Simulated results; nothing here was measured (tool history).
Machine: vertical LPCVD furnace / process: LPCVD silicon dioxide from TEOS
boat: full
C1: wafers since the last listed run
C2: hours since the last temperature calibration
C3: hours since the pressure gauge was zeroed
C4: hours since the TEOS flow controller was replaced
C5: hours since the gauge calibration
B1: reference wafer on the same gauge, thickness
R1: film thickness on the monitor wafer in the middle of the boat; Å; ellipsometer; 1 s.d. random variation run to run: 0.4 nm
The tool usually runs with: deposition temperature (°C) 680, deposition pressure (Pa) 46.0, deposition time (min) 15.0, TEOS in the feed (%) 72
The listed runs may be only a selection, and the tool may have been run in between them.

{"run": 1, "hour": 0.0, "deposition temperature (°C)": 680, "deposition pressure (Pa)": 46.0, "deposition time (min)": 15.0, "TEOS in the feed (%)": 72, "C1": 0, "C2": 3397.5, "C3": 2660.4, "C4": 4328.8, "C5": 472.4, "B1": 79.99, "R1": 748.8}
{"run": 2, "hour": 44.4, "deposition temperature (°C)": 680, "deposition pressure (Pa)": 46.0, "deposition time (min)": 14.0, "TEOS in the feed (%)": 72, "C1": 644, "C2": 3441.9, "C3": 2704.8, "C4": 4373.2, "C5": 516.8, "B1": 80.07, "R1": 699.4}
{"run": 3, "hour": 113.5, "deposition temperature (°C)": 680, "deposition pressure (Pa)": 46.0, "deposition time (min)": 14.0, "TEOS in the feed (%)": 72, "C1": 1002, "C2": 3511.0, "C3": 2773.9, "C4": 4442.3, "C5": 585.9, "B1": 80.07, "R1": 694.2}
{"run": 4, "hour": 137.7, "deposition temperature (°C)": 680, "deposition pressure (Pa)": 46.0, "deposition time (min)": 14.0, "TEOS in the feed (%)": 72, "C1": 351, "C2": 3535.2, "C3": 2798.1, "C4": 4466.5, "C5": 610.1, "B1": 80.14, "R1": 689.1}
{"hour": 162.2, "done": "thermocouples replaced and temperature profile calibrated"}
{"run": 5, "hour": 192.0, "deposition temperature (°C)": 680, "deposition pressure (Pa)": 46.0, "deposition time (min)": 17.0, "TEOS in the feed (%)": 72, "C1": 439, "C2": 29.8, "C3": 2852.4, "C4": 4520.8, "C5": 664.4, "B1": 80.17, "R1": 850.1}
{"run": 6, "hour": 223.1, "deposition temperature (°C)": 680, "deposition pressure (Pa)": 46.0, "deposition time (min)": 17.0, "TEOS in the feed (%)": 72, "C1": 451, "C2": 60.9, "C3": 2883.5, "C4": 4551.9, "C5": 695.5, "B1": 80.17, "R1": 836.3}
{"hour": 259.7, "done": "TEOS flow controller replaced"}
{"run": 7, "hour": 263.9, "deposition temperature (°C)": 680, "deposition pressure (Pa)": 46.0, "deposition time (min)": 16.0, "TEOS in the feed (%)": 72, "C1": 243, "C2": 101.7, "C3": 2924.3, "C4": 4.2, "C5": 736.3, "B1": 80.07, "R1": 792.6}
{"run": 8, "hour": 297.5, "deposition temperature (°C)": 680, "deposition pressure (Pa)": 46.0, "deposition time (min)": 15.0, "TEOS in the feed (%)": 72, "C1": 487, "C2": 135.3, "C3": 2957.9, "C4": 37.8, "C5": 769.9, "B1": 80.15, "R1": 739.3}
{"run": 9, "hour": 363.9, "deposition temperature (°C)": 680, "deposition pressure (Pa)": 46.0, "deposition time (min)": 15.0, "TEOS in the feed (%)": 72, "C1": 963, "C2": 201.7, "C3": 3024.3, "C4": 104.2, "C5": 836.3, "B1": 80.02, "R1": 743.4}
{"run": 10, "hour": 410.1, "deposition temperature (°C)": 680, "deposition pressure (Pa)": 46.0, "deposition time (min)": 15.0, "TEOS in the feed (%)": 72, "C1": 670, "C2": 247.9, "C3": 3070.5, "C4": 150.4, "C5": 882.5, "B1": 80.3, "R1": 737.9}
{"run": 11, "hour": 518.2, "deposition temperature (°C)": 680, "deposition pressure (Pa)": 46.0, "deposition time (min)": 15.0, "TEOS in the feed (%)": 72, "C1": 1568, "C2": 356.0, "C3": 3178.6, "C4": 258.5, "C5": 990.6, "B1": 80.03, "R1": 747.1}
{"run": 12, "hour": 600.2, "deposition temperature (°C)": 676, "deposition pressure (Pa)": 46.0, "deposition time (min)": 15.0, "TEOS in the feed (%)": 67, "C1": 1190, "C2": 438.0, "C3": 3260.6, "C4": 340.5, "C5": 1072.6, "B1": 79.97, "R1": 653.9}
{"run": 13, "hour": 671.2, "deposition temperature (°C)": 680, "deposition pressure (Pa)": 52.7, "deposition time (min)": 15.0, "TEOS in the feed (%)": 72, "C1": 1030, "C2": 509.0, "C3": 3331.6, "C4": 411.5, "C5": 1143.6, "B1": 80.07, "R1": 792.9}
{"run": 14, "hour": 725.3, "deposition temperature (°C)": 680, "deposition pressure (Pa)": 46.0, "deposition time (min)": 15.0, "TEOS in the feed (%)": 72, "C1": 785, "C2": 563.1, "C3": 3385.7, "C4": 465.6, "C5": 1197.7, "B1": 80.04, "R1": 734.5}
{"hour": 799.9, "done": "pressure gauge zeroed"}
{"run": 15, "hour": 800.4, "deposition temperature (°C)": 687, "deposition pressure (Pa)": 46.0, "deposition time (min)": 15.0, "TEOS in the feed (%)": 72, "C1": 741, "C2": 638.2, "C3": 0.5, "C4": 540.7, "C5": 1272.8, "B1": 80.01, "R1": 889.7}
{"run": 16, "hour": 841.2, "deposition temperature (°C)": 688, "deposition pressure (Pa)": 46.0, "deposition time (min)": 15.0, "TEOS in the feed (%)": 72, "C1": 592, "C2": 679.0, "C3": 41.3, "C4": 581.5, "C5": 1313.6, "B1": 80.03, "R1": 911.6}
{"hour": 866.1, "done": "gauge calibrated"}
{"run": 17, "hour": 899.6, "deposition temperature (°C)": 688, "deposition pressure (Pa)": 46.0, "deposition time (min)": 20.5, "TEOS in the feed (%)": 72, "C1": 847, "C2": 737.4, "C3": 99.7, "C4": 639.9, "C5": 33.5, "B1": 80.13, "R1": 1215.5}
{"run": 18, "hour": 924.0, "deposition temperature (°C)": 680, "deposition pressure (Pa)": 46.0, "deposition time (min)": 15.0, "TEOS in the feed (%)": 72, "C1": 354, "C2": 761.8, "C3": 124.1, "C4": 664.3, "C5": 57.9, "B1": 80.36, "R1": 741.3}
{"run": 19, "hour": 968.3, "deposition temperature (°C)": 671, "deposition pressure (Pa)": 49.3, "deposition time (min)": 20.5, "TEOS in the feed (%)": 67, "C1": 642, "C2": 806.1, "C3": 168.4, "C4": 708.6, "C5": 102.2, "B1": 80.17, "R1": 809.1}
{"run": 20, "hour": 1035.8, "deposition temperature (°C)": 680, "deposition pressure (Pa)": 46.0, "deposition time (min)": 16.5, "TEOS in the feed (%)": 72, "C1": 979, "C2": 873.6, "C3": 235.9, "C4": 776.1, "C5": 169.7, "B1": 79.98, "R1": 814.9}
{"run": 21, "hour": 1100.0, "deposition temperature (°C)": 676, "deposition pressure (Pa)": 46.0, "deposition time (min)": 15.0, "TEOS in the feed (%)": 72, "C1": 931, "C2": 937.8, "C3": 300.1, "C4": 840.3, "C5": 233.9, "B1": 80.08, "R1": 670.4}
{"run": 22, "hour": 1143.5, "deposition temperature (°C)": 680, "deposition pressure (Pa)": 41.3, "deposition time (min)": 15.0, "TEOS in the feed (%)": 72, "C1": 631, "C2": 981.3, "C3": 343.6, "C4": 883.8, "C5": 277.4, "B1": 80.13, "R1": 705.5}
{"run": 23, "hour": 1210.0, "deposition temperature (°C)": 688, "deposition pressure (Pa)": 42.0, "deposition time (min)": 15.0, "TEOS in the feed (%)": 58, "C1": 965, "C2": 1047.8, "C3": 410.1, "C4": 950.3, "C5": 343.9, "B1": 80.1, "R1": 768.3}
{"run": 24, "hour": 1278.3, "deposition temperature (°C)": 680, "deposition pressure (Pa)": 46.0, "deposition time (min)": 16.0, "TEOS in the feed (%)": 72, "C1": 991, "C2": 1116.1, "C3": 478.4, "C4": 1018.6, "C5": 412.2, "B1": 80.24, "R1": 784.1}
{"run": 25, "hour": 1311.4, "deposition temperature (°C)": 691, "deposition pressure (Pa)": 46.0, "deposition time (min)": 11.5, "TEOS in the feed (%)": 72, "C1": 480, "C2": 1149.2, "C3": 511.5, "C4": 1051.7, "C5": 445.3, "B1": 80.01, "R1": 739.2}
{"run": 26, "hour": 1355.6, "deposition temperature (°C)": 676, "deposition pressure (Pa)": 52.0, "deposition time (min)": 12.5, "TEOS in the feed (%)": 72, "C1": 641, "C2": 1193.4, "C3": 555.7, "C4": 1095.9, "C5": 489.5, "B1": 79.96, "R1": 596.7}
{"run": 27, "hour": 1418.6, "deposition temperature (°C)": 669, "deposition pressure (Pa)": 36.7, "deposition time (min)": 15.0, "TEOS in the feed (%)": 72, "C1": 914, "C2": 1256.4, "C3": 618.7, "C4": 1158.9, "C5": 552.5, "B1": 79.97, "R1": 503.6}
{"run": 28, "hour": 1476.4, "deposition temperature (°C)": 684, "deposition pressure (Pa)": 54.0, "deposition time (min)": 16.5, "TEOS in the feed (%)": 67, "C1": 838, "C2": 1314.2, "C3": 676.5, "C4": 1216.7, "C5": 610.3, "B1": 80.34, "R1": 940.2}
{"run": 29, "hour": 1528.7, "deposition temperature (°C)": 672, "deposition pressure (Pa)": 40.7, "deposition time (min)": 11.5, "TEOS in the feed (%)": 63, "C1": 759, "C2": 1366.5, "C3": 728.8, "C4": 1269.0, "C5": 662.6, "B1": 80.04, "R1": 412.5}
{"run": 30, "hour": 1561.8, "deposition temperature (°C)": 680, "deposition pressure (Pa)": 46.0, "deposition time (min)": 11.0, "TEOS in the feed (%)": 64, "C1": 480, "C2": 1399.6, "C3": 761.9, "C4": 1302.1, "C5": 695.7, "B1": 80.02, "R1": 515.7}
{"run": 31, "hour": 1774.0, "deposition temperature (°C)": 680, "deposition pressure (Pa)": 46.0, "deposition time (min)": 21.0, "TEOS in the feed (%)": 72, "C1": 3079, "C2": 1611.8, "C3": 974.1, "C4": 1514.3, "C5": 907.9, "B1": 80.08, "R1": 1038.7}
{"run": 32, "hour": 1826.1, "deposition temperature (°C)": 680, "deposition pressure (Pa)": 38.0, "deposition time (min)": 15.0, "TEOS in the feed (%)": 72, "C1": 756, "C2": 1663.9, "C3": 1026.2, "C4": 1566.4, "C5": 960.0, "B1": 79.98, "R1": 671.3}

What if the next run were any one of these 3? Each begins from the tool's condition after run 32:
{"run": "A", "hour": 1830.3, "deposition temperature (°C)": 680, "deposition pressure (Pa)": 46.0, "deposition time (min)": 15.0, "TEOS in the feed (%)": 72, "C1": 60, "C2": 1668.1, "C3": 1030.4, "C4": 1570.6, "C5": 964.2, "B1": "?", "R1": "?"}
{"run": "B", "hour": 1830.3, "deposition temperature (°C)": 692, "deposition pressure (Pa)": 56.7, "deposition time (min)": 18.5, "TEOS in the feed (%)": 86, "C1": 60, "C2": 1668.1, "C3": 1030.4, "C4": 1570.6, "C5": 964.2, "B1": "?", "R1": "?"}
{"run": "C", "hour": 1830.3, "deposition temperature (°C)": 680, "deposition pressure (Pa)": 46.0, "deposition time (min)": 12.0, "TEOS in the feed (%)": 72, "C1": 60, "C2": 1668.1, "C3": 1030.4, "C4": 1570.6, "C5": 964.2, "B1": "?", "R1": "?"}

run=A B1=80.08 R1=741.1
run=B B1=80.08 R1=1477.9
run=C B1=80.08 R1=592.9
What these runs would have given with no unlogged condition in the tool:
run=A R1=741.1
run=B R1=1477.9
run=C R1=592.9
